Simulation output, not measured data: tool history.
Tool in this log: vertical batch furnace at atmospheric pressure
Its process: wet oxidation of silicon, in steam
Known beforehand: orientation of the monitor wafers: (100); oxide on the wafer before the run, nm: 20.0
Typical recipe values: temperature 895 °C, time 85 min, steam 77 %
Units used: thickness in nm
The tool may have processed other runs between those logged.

run	day	temperature	time	steam	wafers since the last listed run	hours since the last temperature calibration	hours since the steam generator was serviced	hours since the gauge calibration	read-back reference wafer on the same gauge, thickness	thickness
1	0	881	85	68	0	2001	3095.1	714.9	146.75	132.82
2	1.512	881	85	68	661	2037.3	3131.4	751.2	146.49	133
3	4.083	881	85	68	1123	2099	3193.1	812.9	146.34	132.51
4	6.296	895	85	77	967	2152.1	3246.2	866	146.09	175.49
5	8.808	895	85	77	1098	2212.4	3306.5	926.3	145.57	175.14
6	11.65	910	85	77	1242	2280.6	3374.7	994.5	145.2	209.1
7	13.325	910	85	77	732	2320.8	3414.9	1034.7	144.85	210.01
8	15.975	913	85	86	1158	2384.4	3478.5	1098.3	144.3	234.75
# day 16.954: gauge calibrated
9	17.562	895	61.5	77	693	2422.5	3516.6	14.6	148.55	138.53
10	19.996	895	61.5	77	1063	2480.9	3575	73	148.45	138.04
11	22.725	895	85	70	1192	2546.4	3640.5	138.5	148.34	164.9
12	25.508	895	85	77	1216	2613.2	3707.3	205.3	148.16	178.62
13	27.421	895	103.5	77	835	2659.1	3753.2	251.2	148.2	208.51
14	29.575	895	85	77	941	2710.8	3804.9	302.9	148	179.05
15	32.496	895	85	77	1276	2780.9	3875	373	147.96	179.28
16	35.379	895	85	77	1260	2850.1	3944.2	442.2	147.57	177.33
17	37.1	895	95	77	752	2891.4	3985.5	483.5	147.52	194.88
18	38.675	895	95	77	688	2929.2	4023.3	521.3	147.27	193.48
19	39.867	916	74	85	520	2957.8	4051.9	549.9	147.32	218.47
20	41.879	895	85	77	879	3006.1	4100.2	598.2	147.13	177.09
21	43.517	879	113	67	715	3045.4	4139.5	637.5	146.91	160.64
22	45.333	895	58	84	794	3089	4183.1	681.1	146.67	139.94
23	47.458	895	85	77	928	3140	4234.1	732.1	146.43	176.82
24	48.8	908	85	82	586	3172.2	4266.3	764.3	146.2	216.88
25	50.712	895	85	77	835	3218.1	4312.2	810.2	146.1	175.86
26	53.271	884	57	82	1118	3279.5	4373.6	871.6	145.69	116.88
27	55.379	880	62.5	70	921	3330.1	4424.2	922.2	145.46	104.95
# day 57.025: steam generator serviced
28	57.046	878	66	66	291	3370.1	0.5	962.2	145.1	101.38
# day 58.638: thermocouples replaced and temperature profile calibrated
29	58.675	873	109.5	77	274	0.9	39.6	1001.3	144.93	159.79
30	61.454	895	85	77	1214	67.6	106.3	1068	144.52	174.12
# day 62.204: gauge calibrated
31	64.325	895	85	77	1254	136.5	175.2	50.9	148.02	178.81
32	66.625	895	85	77	1005	191.7	230.4	106.1	148.12	177.56
33	68.325	906	115.5	83	743	232.5	271.2	146.9	147.93	274.71
34	72.471	882	43.5	85	1812	332	370.7	246.4	147.83	96.12
35	74.446	895	85	77	863	379.4	418.1	293.8	147.63	177.42
36	77.112	895	85	89	1165	443.4	482.1	357.8	147.31	198.16
37	80.021	874	116.5	77	1271	513.2	551.9	427.6	147.35	173.42
38	81.125	895	47	77	482	539.7	578.4	454.1	147.29	111.02
39	83.912	876	56	67	1218	606.6	645.3	521	147.13	89.85

Branching from run 39: 3 alternative next runs. What would each branch give?
A	84.121	895	85	77	91	611.6	650.3	526	?	?
B	84.121	914	106.5	70	91	611.6	650.3	526	?	?
C	84.121	915	123.5	68	91	611.6	650.3	526	?	?

run	read-back reference wafer on the same gauge, thickness	thickness
A	146.83	177.01
B	146.83	244.55
C	146.83	271.02
Without the tool's hidden state the same runs would have given:
run	thickness
A	178.25
B	246.27
C	272.92
